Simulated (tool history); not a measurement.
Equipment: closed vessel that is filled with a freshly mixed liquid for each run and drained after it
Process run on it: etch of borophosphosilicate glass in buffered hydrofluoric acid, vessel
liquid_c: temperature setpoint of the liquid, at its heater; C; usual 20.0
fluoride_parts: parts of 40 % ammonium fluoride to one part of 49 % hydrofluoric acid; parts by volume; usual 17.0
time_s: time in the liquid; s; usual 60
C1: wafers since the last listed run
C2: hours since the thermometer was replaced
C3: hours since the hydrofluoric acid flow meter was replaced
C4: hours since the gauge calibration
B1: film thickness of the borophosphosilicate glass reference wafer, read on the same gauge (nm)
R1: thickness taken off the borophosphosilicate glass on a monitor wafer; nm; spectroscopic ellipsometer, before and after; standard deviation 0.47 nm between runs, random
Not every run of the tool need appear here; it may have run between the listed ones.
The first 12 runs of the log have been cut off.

-- day=30.983 hydrofluoric acid flow meter replaced
run 13 day=31.004 | liquid_c=23.0 fluoride_parts=22.0 time_s=60 | C1=15827 C2=222.7 C3=0.5 C4=1690.3 | B1=130.01 | R1=47.33
run 14 day=32.988 | liquid_c=20.0 fluoride_parts=17.0 time_s=60 | C1=5181 C2=270.3 C3=48.1 C4=1737.9 | B1=130.02 | R1=50.65
-- day=35.025 gauge calibrated
run 15 day=36.221 | liquid_c=18.5 fluoride_parts=15.0 time_s=75 | C1=8447 C2=347.9 C3=125.7 C4=28.7 | B1=130.00 | R1=66.81
run 16 day=38.217 | liquid_c=20.0 fluoride_parts=17.0 time_s=90 | C1=5214 C2=395.8 C3=173.6 C4=76.6 | B1=129.97 | R1=75.25
run 17 day=40.621 | liquid_c=24.5 fluoride_parts=17.0 time_s=75 | C1=6281 C2=453.5 C3=231.3 C4=134.3 | B1=129.97 | R1=80.98
run 18 day=41.638 | liquid_c=25.0 fluoride_parts=23.0 time_s=90 | C1=2656 C2=477.9 C3=255.7 C4=158.7 | B1=130.04 | R1=76.85
run 19 day=43.367 | liquid_c=24.5 fluoride_parts=17.0 time_s=75 | C1=4517 C2=519.4 C3=297.2 C4=200.2 | B1=130.00 | R1=81.47
run 20 day=46.183 | liquid_c=20.0 fluoride_parts=13.5 time_s=60 | C1=7358 C2=587.0 C3=364.8 C4=267.8 | B1=129.97 | R1=63.67
run 21 day=47.567 | liquid_c=25.0 fluoride_parts=17.0 time_s=60 | C1=3614 C2=620.2 C3=398.0 C4=301.0 | B1=129.99 | R1=66.67
run 22 day=49.129 | liquid_c=23.5 fluoride_parts=14.0 time_s=45 | C1=4082 C2=657.7 C3=435.5 C4=338.5 | B1=129.98 | R1=55.31
run 23 day=50.333 | liquid_c=20.0 fluoride_parts=23.0 time_s=60 | C1=3145 C2=686.6 C3=464.4 C4=367.4 | B1=129.98 | R1=38.68
run 24 day=51.433 | liquid_c=20.0 fluoride_parts=17.0 time_s=60 | C1=2873 C2=713.0 C3=490.8 C4=393.8 | B1=130.00 | R1=51.22
run 25 day=53.471 | liquid_c=24.0 fluoride_parts=13.5 time_s=95 | C1=5323 C2=761.9 C3=539.7 C4=442.7 | B1=130.00 | R1=126.84
-- day=54.400 hydrofluoric acid flow meter replaced
run 26 day=55.771 | liquid_c=20.0 fluoride_parts=17.0 time_s=30 | C1=5900 C2=817.1 C3=32.9 C4=497.9 | B1=129.97 | R1=24.94
run 27 day=57.917 | liquid_c=20.0 fluoride_parts=17.0 time_s=45 | C1=5606 C2=868.6 C3=84.4 C4=549.4 | B1=130.00 | R1=37.97
run 28 day=60.342 | liquid_c=17.0 fluoride_parts=11.0 time_s=90 | C1=6335 C2=926.8 C3=142.6 C4=607.6 | B1=129.98 | R1=98.76
run 29 day=61.633 | liquid_c=20.0 fluoride_parts=20.5 time_s=60 | C1=3374 C2=957.8 C3=173.6 C4=638.6 | B1=130.01 | R1=42.95
run 30 day=63.279 | liquid_c=18.0 fluoride_parts=14.5 time_s=60 | C1=4299 C2=997.3 C3=213.1 C4=678.1 | B1=129.97 | R1=53.74

Each row is a separate what-if for the run after 30, all from the same tool condition, not one after another. Results?
run A day=63.308 | liquid_c=20.0 fluoride_parts=17.0 time_s=70 | C1=76 C2=998.0 C3=213.8 C4=678.8 | B1=? | R1=?
run B day=63.308 | liquid_c=20.0 fluoride_parts=14.5 time_s=60 | C1=76 C2=998.0 C3=213.8 C4=678.8 | B1=? | R1=?
run C day=63.308 | liquid_c=20.0 fluoride_parts=17.0 time_s=35 | C1=76 C2=998.0 C3=213.8 C4=678.8 | B1=? | R1=?
run D day=63.308 | liquid_c=17.5 fluoride_parts=14.5 time_s=80 | C1=76 C2=998.0 C3=213.8 C4=678.8 | B1=? | R1=?
run E day=63.308 | liquid_c=24.5 fluoride_parts=17.0 time_s=60 | C1=76 C2=998.0 C3=213.8 C4=678.8 | B1=? | R1=?

run=A B1=130.02 R1=59.10
run=B B1=130.02 R1=59.29
run=C B1=130.02 R1=29.55
run=D B1=130.02 R1=68.75
run=E B1=130.02 R1=64.80
Take away the tool's hidden state, keep each run's random variation, and the runs would have read:
run=A R1=59.10
run=B R1=59.29
run=C R1=29.55
run=D R1=68.75
run=E R1=64.80

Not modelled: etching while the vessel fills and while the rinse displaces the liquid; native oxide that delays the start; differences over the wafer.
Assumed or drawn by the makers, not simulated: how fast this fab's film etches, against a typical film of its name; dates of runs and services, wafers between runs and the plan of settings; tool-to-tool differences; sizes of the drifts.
